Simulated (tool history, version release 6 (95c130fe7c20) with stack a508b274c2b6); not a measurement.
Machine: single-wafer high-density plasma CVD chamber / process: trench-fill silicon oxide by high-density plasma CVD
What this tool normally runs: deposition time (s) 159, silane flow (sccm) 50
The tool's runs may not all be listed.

run    hour  deposition time (s)  silane flow (sccm)  read-back reference wafer on the same gauge, thickness_nm  mean film thickness on the monitor wafer (Å)
  1     0.0                  159                  48                                                    741.082                                       7163.13
  2    68.2                  159                  48                                                    740.642                                       7148.90
  3   122.2                  159                  50                                                    740.836                                       7392.44
  4   183.8                  159                  50                                                    741.385                                       7357.50
  5   208.2                  159                  50                                                    740.170                                       7378.50
  6   237.9                  159                  43                                                    740.407                                       6519.53
  7   268.6                  159                  50                                                    741.512                                       7335.72
  8   325.6                  159                  50                                                    741.107                                       7359.17
  9   389.3                  159                  50                                                    741.080                                       7351.00
 10   416.7                  159                  50                                                    741.359                                       7345.38
 11   445.9                  167                  57                                                    740.616                                       8601.97
 12   485.9                  159                  54                                                    741.090                                       7823.16
 13   537.6                  167                  50                                                    740.830                                       7732.90
 14   562.2                  144                  58                                                    740.607                                       7518.05
 15   609.4                  172                  54                                                    741.193                                       8467.63
 16   647.9                  159                  60                                                    740.366                                       8551.00
 17   682.3                  159                  46                                                    741.004                                       6838.77
 18   725.2                  183                  40                                                    741.414                                       7364.54
 19   767.7                  136                  44                                                    741.336                                       5966.27
 20   903.8                  145                  59                                                    740.934                                       8074.22
 21   950.9                  142                  50                                                    741.135                                       6880.95
 22  1012.2                  184                  46                                                    740.741                                       8274.71
 23  1057.4                  159                  50                                                    741.034                                       7643.66
 24  1098.4                  159                  50                                                    740.900                                       7702.63
 25  1156.0                  145                  59                                                    741.350                                       8074.24
 26  1191.4                  159                  50                                                    740.806                                       7670.04
 27  1261.7                  159                  50                                                    740.212                                       7665.25
 28  1311.7                  159                  55                                                    740.981                                       8271.77
 29  1347.0                  181                  50                                                    741.429                                       8702.15

Withheld: 2 entries from between the runs. Position of each, and hidden state at the listed run before versus the listed run after:
Logged between run 17 and run 18: silane flow controller replaced (hour 711.0)
  delivered silane flow above the setpoint (%): -6.57 -> -0.749
  measured minus no-state result, mean film thickness on the monitor wafer (Å): -395.31 -> -46.13
Logged between run 19 and run 20: gauge calibrated (hour 774.9)
  delivered silane flow above the setpoint (%): -0.808 -> -0.999
  measured minus no-state result, mean film thickness on the monitor wafer (Å): -40.37 -> -67.67
